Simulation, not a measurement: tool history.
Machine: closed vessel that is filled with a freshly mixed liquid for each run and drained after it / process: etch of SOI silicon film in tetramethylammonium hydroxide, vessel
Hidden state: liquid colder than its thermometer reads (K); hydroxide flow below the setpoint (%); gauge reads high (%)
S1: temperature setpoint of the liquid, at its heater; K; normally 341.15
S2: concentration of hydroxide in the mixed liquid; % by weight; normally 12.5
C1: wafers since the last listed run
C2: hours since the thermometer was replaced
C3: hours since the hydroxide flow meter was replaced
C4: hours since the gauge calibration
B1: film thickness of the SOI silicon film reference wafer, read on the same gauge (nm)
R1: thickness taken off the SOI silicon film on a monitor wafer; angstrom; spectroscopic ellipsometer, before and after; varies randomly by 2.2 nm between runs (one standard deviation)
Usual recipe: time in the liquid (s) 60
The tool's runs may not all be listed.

run 1 hour=0.0 | S1=341.15 S2=12.5 time_in_the_liquid_(s)=60 | C1=0 C2=72.1 C3=598.0 C4=2269.4 | B1=29.98 | R1=3319.4
run 2 hour=66.6 | S1=341.15 S2=12.5 time_in_the_liquid_(s)=60 | C1=5702 C2=138.7 C3=664.6 C4=2336.0 | B1=30.01 | R1=3306.9
run 3 hour=128.7 | S1=341.15 S2=12.5 time_in_the_liquid_(s)=60 | C1=5316 C2=200.8 C3=726.7 C4=2398.1 | B1=30.04 | R1=3296.1
run 4 hour=235.9 | S1=341.15 S2=12.5 time_in_the_liquid_(s)=60 | C1=9178 C2=308.0 C3=833.9 C4=2505.3 | B1=29.98 | R1=3279.9
run 5 hour=312.6 | S1=341.15 S2=12.5 time_in_the_liquid_(s)=60 | C1=6566 C2=384.7 C3=910.6 C4=2582.0 | B1=30.00 | R1=3248.0
run 6 hour=378.7 | S1=341.15 S2=12.5 time_in_the_liquid_(s)=60 | C1=5659 C2=450.8 C3=976.7 C4=2648.1 | B1=30.01 | R1=3281.3
run 7 hour=432.2 | S1=341.15 S2=12.5 time_in_the_liquid_(s)=60 | C1=4580 C2=504.3 C3=1030.2 C4=2701.6 | B1=30.01 | R1=3211.4
run 8 hour=545.6 | S1=341.15 S2=12.5 time_in_the_liquid_(s)=60 | C1=9708 C2=617.7 C3=1143.6 C4=2815.0 | B1=30.01 | R1=3229.7
run 9 hour=589.5 | S1=344.65 S2=12.5 time_in_the_liquid_(s)=60 | C1=3758 C2=661.6 C3=1187.5 C4=2858.9 | B1=29.97 | R1=3926.3
run 10 hour=673.1 | S1=344.65 S2=12.5 time_in_the_liquid_(s)=60 | C1=7157 C2=745.2 C3=1271.1 C4=2942.5 | B1=29.99 | R1=3944.8
-- hour=711.4 thermometer replaced
run 11 hour=765.7 | S1=341.15 S2=12.5 time_in_the_liquid_(s)=60 | C1=7842 C2=54.3 C3=1363.7 C4=3035.1 | B1=30.01 | R1=3410.0
run 12 hour=871.1 | S1=341.15 S2=12.5 time_in_the_liquid_(s)=60 | C1=9024 C2=159.7 C3=1469.1 C4=3140.5 | B1=30.00 | R1=3377.5
run 13 hour=964.2 | S1=341.15 S2=12.5 time_in_the_liquid_(s)=60 | C1=7970 C2=252.8 C3=1562.2 C4=3233.6 | B1=30.03 | R1=3351.2
run 14 hour=1016.2 | S1=343.65 S2=10.0 time_in_the_liquid_(s)=45 | C1=4452 C2=304.8 C3=1614.2 C4=3285.6 | B1=30.01 | R1=3176.4
run 15 hour=1108.4 | S1=335.15 S2=15.0 time_in_the_liquid_(s)=85 | C1=7893 C2=397.0 C3=1706.4 C4=3377.8 | B1=29.99 | R1=3045.9
run 16 hour=1206.4 | S1=346.15 S2=15.5 time_in_the_liquid_(s)=35 | C1=8390 C2=495.0 C3=1804.4 C4=3475.8 | B1=30.00 | R1=2380.1
run 17 hour=1295.1 | S1=348.65 S2=12.5 time_in_the_liquid_(s)=60 | C1=7594 C2=583.7 C3=1893.1 C4=3564.5 | B1=30.02 | R1=5137.9
-- hour=1342.9 gauge calibrated
-- hour=1403.1 hydroxide flow meter replaced
run 18 hour=1546.8 | S1=341.15 S2=12.5 time_in_the_liquid_(s)=60 | C1=21464 C2=835.4 C3=143.7 C4=203.9 | B1=29.99 | R1=3082.4
run 19 hour=1598.1 | S1=341.15 S2=12.5 time_in_the_liquid_(s)=75 | C1=4392 C2=886.7 C3=195.0 C4=255.2 | B1=30.01 | R1=3818.4
-- hour=1642.1 thermometer replaced
run 20 hour=1655.8 | S1=341.15 S2=8.5 time_in_the_liquid_(s)=30 | C1=4854 C2=13.7 C3=252.7 C4=312.9 | B1=30.03 | R1=1929.6
run 21 hour=1761.2 | S1=338.15 S2=10.0 time_in_the_liquid_(s)=30 | C1=9024 C2=119.1 C3=358.1 C4=418.3 | B1=30.04 | R1=1483.8
run 22 hour=1820.3 | S1=341.15 S2=12.5 time_in_the_liquid_(s)=60 | C1=5059 C2=178.2 C3=417.2 C4=477.4 | B1=29.99 | R1=3279.8
run 23 hour=1878.5 | S1=341.15 S2=12.5 time_in_the_liquid_(s)=60 | C1=4982 C2=236.4 C3=475.4 C4=535.6 | B1=30.00 | R1=3311.2
run 24 hour=1926.2 | S1=333.15 S2=16.5 time_in_the_liquid_(s)=70 | C1=4083 C2=284.1 C3=523.1 C4=583.3 | B1=29.98 | R1=2059.3
run 25 hour=1988.6 | S1=336.65 S2=12.5 time_in_the_liquid_(s)=30 | C1=5342 C2=346.5 C3=585.5 C4=645.7 | B1=30.03 | R1=1235.0
run 26 hour=2071.2 | S1=347.65 S2=9.0 time_in_the_liquid_(s)=30 | C1=7071 C2=429.1 C3=668.1 C4=728.3 | B1=30.01 | R1=2680.7
run 27 hour=2142.9 | S1=345.65 S2=14.0 time_in_the_liquid_(s)=80 | C1=6138 C2=500.8 C3=739.8 C4=800.0 | B1=30.00 | R1=5359.7
run 28 hour=2216.6 | S1=335.15 S2=15.0 time_in_the_liquid_(s)=85 | C1=6309 C2=574.5 C3=813.5 C4=873.7 | B1=30.00 | R1=2877.8
run 29 hour=2282.0 | S1=341.15 S2=16.5 time_in_the_liquid_(s)=60 | C1=5599 C2=639.9 C3=878.9 C4=939.1 | B1=30.00 | R1=2837.5
run 30 hour=2321.1 | S1=348.15 S2=15.5 time_in_the_liquid_(s)=80 | C1=3347 C2=679.0 C3=918.0 C4=978.2 | B1=30.01 | R1=5776.3
-- hour=2491.3 thermometer replaced
run 31 hour=2536.2 | S1=345.65 S2=12.5 time_in_the_liquid_(s)=60 | C1=18330 C2=44.9 C3=1133.1 C4=1193.3 | B1=30.00 | R1=4375.9
run 32 hour=2614.9 | S1=336.15 S2=14.0 time_in_the_liquid_(s)=80 | C1=6738 C2=123.6 C3=1211.8 C4=1272.0 | B1=30.01 | R1=3159.0

For some of the steps in R1 from one run to the next: how much would appear even if the tool had no hidden state, given the settings, what came in and random variation, and how much remains for the hidden state plus any gauge scatter that the measured result and the result without hidden state don't share?
Run 10 -> 11: S1 344.65 -> 341.15, thermometer replaced. R1 -534.8 angstrom: hidden state +205.1, all else -739.9.
Run 16 -> 17: S1 346.15 -> 348.65, S2 15.5 -> 12.5, time in the liquid (s) 35 -> 60. R1 +2757.8 angstrom: hidden state -23.7, all else +2781.5.
Run 19 -> 20: S2 12.5 -> 8.5, time in the liquid (s) 75 -> 30, thermometer replaced. R1 -1888.8 angstrom: hidden state +257.3, all else -2146.1.
Run 26 -> 27: S1 347.65 -> 345.65, S2 9.0 -> 14.0, time in the liquid (s) 30 -> 80. R1 +2679.0 angstrom: hidden state -43.2, all else +2722.2.
Run 29 -> 30: S1 341.15 -> 348.15, S2 16.5 -> 15.5, time in the liquid (s) 60 -> 80. R1 +2938.8 angstrom: hidden state -79.3, all else +3018.1.
Run 30 -> 31: S1 348.15 -> 345.65, S2 15.5 -> 12.5, time in the liquid (s) 80 -> 60, thermometer replaced. R1 -1400.4 angstrom: hidden state +223.2, all else -1623.6.

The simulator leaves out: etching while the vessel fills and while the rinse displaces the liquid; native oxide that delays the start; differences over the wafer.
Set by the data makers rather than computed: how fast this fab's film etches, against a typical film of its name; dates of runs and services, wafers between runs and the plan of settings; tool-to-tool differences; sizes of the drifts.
